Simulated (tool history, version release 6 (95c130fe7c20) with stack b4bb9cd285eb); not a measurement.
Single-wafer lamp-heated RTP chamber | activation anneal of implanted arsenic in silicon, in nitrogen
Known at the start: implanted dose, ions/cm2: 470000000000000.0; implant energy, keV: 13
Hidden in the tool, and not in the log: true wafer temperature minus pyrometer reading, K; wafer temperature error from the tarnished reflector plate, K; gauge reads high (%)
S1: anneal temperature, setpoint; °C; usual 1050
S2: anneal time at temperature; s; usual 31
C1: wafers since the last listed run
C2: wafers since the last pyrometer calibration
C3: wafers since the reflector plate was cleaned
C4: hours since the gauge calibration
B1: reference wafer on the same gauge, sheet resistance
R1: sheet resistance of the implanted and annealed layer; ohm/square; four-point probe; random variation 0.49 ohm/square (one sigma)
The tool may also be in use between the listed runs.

run   hour    S1  S2   C1    C2    C3     C4      B1      R1
  1      0  1050  31    0  6244  7285    315  214.88   208.5
       1.5  -- gauge calibrated
  2   21.3  1050  31  201  6445  7486   19.8  214.99  207.75
  3   48.1  1041  31  253  6698  7739   46.6  214.91  210.68
  4   61.8  1050  31  129  6828  7869   60.3  215.04  207.74
  5   94.7  1050  31  310  7139  8179   93.2  215.07  207.16
  6  108.6  1050  31  131  7270  8310  107.1  215.03  207.11
  7  142.6  1040  25  321  7591  8632  141.1  215.14  212.32
  8  177.6  1040  25  330  7921  8962  176.1  214.98  212.94
  9  198.8  1050  25  200  8122  9162  197.3  215.06  209.67
 10  231.6  1050  25  309  8431  9472  230.1  214.92  209.54
     250.9  -- reflector plate cleaned
       262  -- pyrometer window cleaned and pyrometer calibrated
 11  262.5  1050  25  140     4    34    261  214.94   212.6
 12  272.4  1044  46   93    98   127  270.9  215.06   206.4
 13  285.3  1044  46  121   220   249  283.8  215.02  205.74
 14  297.4  1044  46  114   334   363  295.9  215.06  206.56
 15  317.2  1066  31  186   521   550  315.7  215.03  204.63
     330.1  -- gauge calibrated
 16  335.4  1071  43  171   693   722    5.3  215.25  199.42
 17  356.4  1050  18  198   891   920   26.3  215.02  217.31
 18  372.6  1074  31  152  1044  1073   42.5  214.99  203.13
 19  407.9  1050  38  333  1378  1407   77.8  215.16  206.77
 20    432  1050  31  227  1605  1634  101.9  214.95  209.51
 21  459.6  1037  22  260  1866  1895  129.5  214.88  217.18
 22  474.7  1065  31  142  2008  2038  144.6  215.03   205.3
 23  490.3  1050  31  147  2156  2185  160.2  215.03  209.38
 24  505.2  1050  31  140  2296  2326  175.1  215.06  208.97
 25  533.6  1020  31  268  2565  2594  203.5  215.17     219
 26  556.7  1050  31  218  2783  2812  226.6  215.04  210.04
 27  576.4  1068  41  186  2969  2998  246.3     215  200.01
 28  603.2  1020  26  253  3222  3251  273.1  215.17  220.15

The tool's hidden state at each run:
wafer temperature error from the tarnished reflector plate, K: 0 in every run
gauge reads high (%): 0 in every run
H1: true wafer temperature minus pyrometer reading, K
run    H1
  1  7.14
  2  7.58
  3  8.17
  4  8.48
  5  9.24
  6  9.57
  7  10.4
  8  11.3
  9  11.9
 10  12.8
 11  1.15
 12  1.15
 13  1.16
 14  1.17
 15   1.2
 16  1.24
 17  1.29
 18  1.34
 19  1.49
 20   1.6
 21  1.76
 22  1.86
 23  1.97
 24  2.08
 25  2.31
 26  2.51
 27   2.7
 28  2.98

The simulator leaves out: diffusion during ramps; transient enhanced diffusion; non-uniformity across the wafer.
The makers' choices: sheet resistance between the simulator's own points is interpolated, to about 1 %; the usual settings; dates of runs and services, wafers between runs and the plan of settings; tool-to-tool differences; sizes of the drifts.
